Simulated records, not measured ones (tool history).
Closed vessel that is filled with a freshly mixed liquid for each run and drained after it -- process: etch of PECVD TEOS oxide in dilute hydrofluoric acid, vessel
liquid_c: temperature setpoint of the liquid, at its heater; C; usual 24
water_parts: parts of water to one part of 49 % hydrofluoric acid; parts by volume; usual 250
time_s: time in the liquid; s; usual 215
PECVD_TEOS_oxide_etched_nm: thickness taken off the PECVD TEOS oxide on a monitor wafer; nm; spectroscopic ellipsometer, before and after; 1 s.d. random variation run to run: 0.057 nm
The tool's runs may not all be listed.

| run | hour | liquid_c | water_parts | time_s | read-back film thickness of the PECVD TEOS oxide reference wafer, read on the same gauge (nm) | PECVD_TEOS_oxide_etched_nm |
|---|---|---|---|---|---|---|
| 1 | 0 | 24 | 250 | 215 | 100 | 17.89 |
| 2 | 194.3 | 24 | 250 | 215 | 100 | 17.86 |
| 3 | 228.3 | 24 | 185 | 215 | 100.01 | 25.84 |
| 4 | 289.9 | 24 | 185 | 215 | 100 | 25.83 |
| 5 | 317.4 | 24 | 185 | 215 | 100 | 25.8 |
| 6 | 378.3 | 24 | 250 | 215 | 100.03 | 17.81 |
|  | 499.1 | hydrofluoric acid flow meter replaced |
| 7 | 526 | 24 | 250 | 215 | 100.01 | 17.79 |
|  | 554.4 | thermometer replaced |
| 8 | 572.2 | 24 | 250 | 215 | 100.01 | 18.35 |
| 9 | 617.9 | 24 | 250 | 215 | 99.99 | 18.43 |
| 10 | 645.2 | 24 | 250 | 215 | 100 | 18.33 |
| 11 | 692 | 24 | 250 | 215 | 100.01 | 18.34 |
| 12 | 724.4 | 24 | 275 | 215 | 100.01 | 16.29 |
| 13 | 766.6 | 24 | 275 | 215 | 99.99 | 16.26 |
| 14 | 801.7 | 24 | 250 | 215 | 99.99 | 18.35 |
| 15 | 834.3 | 24 | 250 | 215 | 100 | 18.31 |
|  | 842.4 | gauge calibrated |
| 16 | 883.2 | 28 | 365 | 155 | 100.01 | 9.27 |
| 17 | 949.8 | 27 | 250 | 325 | 100 | 30.55 |
| 18 | 995.1 | 22.5 | 330 | 215 | 100.01 | 12.18 |
| 19 | 1027.6 | 24 | 250 | 295 | 100 | 24.99 |
| 20 | 1054.9 | 24 | 250 | 215 | 99.98 | 18.27 |
| 21 | 1114.4 | 27.5 | 355 | 285 | 100.01 | 17.21 |
| 22 | 1161.1 | 26.5 | 250 | 215 | 100.01 | 19.89 |
| 23 | 1200.9 | 22.5 | 365 | 330 | 100.01 | 16.3 |
| 24 | 1262.6 | 21.5 | 200 | 340 | 100.01 | 34.33 |
|  | 1264.2 | hydrofluoric acid flow meter replaced |
| 25 | 1342.5 | 24 | 250 | 110 | 99.99 | 9.28 |
| 26 | 1403.1 | 24 | 250 | 215 | 99.99 | 18.11 |
| 27 | 1464.6 | 24 | 250 | 265 | 100 | 22.28 |
| 28 | 1510 | 24 | 215 | 125 | 99.99 | 12.67 |
| 29 | 1539.6 | 24 | 250 | 215 | 99.99 | 18.02 |

Measured less the same run without the tool's hidden state. The same run-to-run variation is in both; the gauge's scatter may not be:
What the log doesn't record here: liquid colder than its thermometer reads (K); hydrofluoric acid flow below the setpoint (%); gauge reads high (%).
| run | PECVD_TEOS_oxide_etched_nm |
|---|---|
| 1 | -0.58 |
| 2 | -0.63 |
| 3 | -0.96 |
| 4 | -0.99 |
| 5 | -1 |
| 6 | -0.68 |
| 7 | -0.72 |
| 8 | -0.14 |
| 9 | -0.15 |
| 10 | -0.16 |
| 11 | -0.17 |
| 12 | -0.15 |
| 13 | -0.17 |
| 14 | -0.2 |
| 15 | -0.22 |
| 16 | -0.1 |
| 17 | -0.39 |
| 18 | -0.16 |
| 19 | -0.36 |
| 20 | -0.27 |
| 21 | -0.25 |
| 22 | -0.33 |
| 23 | -0.26 |
| 24 | -0.66 |
| 25 | -0.17 |
| 26 | -0.37 |
| 27 | -0.47 |
| 28 | -0.28 |
| 29 | -0.4 |
